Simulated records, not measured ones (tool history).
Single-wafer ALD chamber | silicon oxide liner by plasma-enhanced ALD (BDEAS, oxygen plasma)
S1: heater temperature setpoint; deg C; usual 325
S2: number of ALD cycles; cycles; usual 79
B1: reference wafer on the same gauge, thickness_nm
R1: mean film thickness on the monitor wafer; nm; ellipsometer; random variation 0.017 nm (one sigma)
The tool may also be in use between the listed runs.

run 1 hour=0.0 | S1=325 S2=79 | B1=7.969 | R1=6.810
run 2 hour=93.6 | S1=325 S2=79 | B1=7.969 | R1=6.812
run 3 hour=198.3 | S1=325 S2=79 | B1=7.964 | R1=6.810
run 4 hour=259.4 | S1=325 S2=79 | B1=7.969 | R1=6.816
run 5 hour=329.3 | S1=325 S2=79 | B1=7.967 | R1=6.780
run 6 hour=402.3 | S1=313 S2=79 | B1=7.973 | R1=6.921
run 7 hour=456.0 | S1=313 S2=79 | B1=7.976 | R1=6.953
run 8 hour=563.0 | S1=325 S2=79 | B1=7.971 | R1=6.804
-- hour=857.1 gauge calibrated
run 9 hour=860.0 | S1=325 S2=69 | B1=7.968 | R1=5.950
run 10 hour=920.2 | S1=325 S2=69 | B1=7.965 | R1=5.958
run 11 hour=1015.8 | S1=325 S2=69 | B1=7.973 | R1=5.923
run 12 hour=1079.1 | S1=325 S2=79 | B1=7.972 | R1=6.791
run 13 hour=1183.9 | S1=325 S2=79 | B1=7.968 | R1=6.806
-- hour=1206.5 thermocouple changed; heater temperature recalibrated
run 14 hour=1243.1 | S1=331 S2=87 | B1=7.971 | R1=7.463
run 15 hour=1286.6 | S1=325 S2=79 | B1=7.975 | R1=6.838
run 16 hour=1350.8 | S1=317 S2=73 | B1=7.967 | R1=6.421
run 17 hour=1456.6 | S1=320 S2=92 | B1=7.962 | R1=8.040

Forecast run 18:
run 18 hour=1514.3 | S1=318 S2=83 | B1=? | R1=?

{"run 18": {"B1": 7.971, "R1": 7.3}}
Without the tool's hidden state the same run would have given R1 7.335 nm.

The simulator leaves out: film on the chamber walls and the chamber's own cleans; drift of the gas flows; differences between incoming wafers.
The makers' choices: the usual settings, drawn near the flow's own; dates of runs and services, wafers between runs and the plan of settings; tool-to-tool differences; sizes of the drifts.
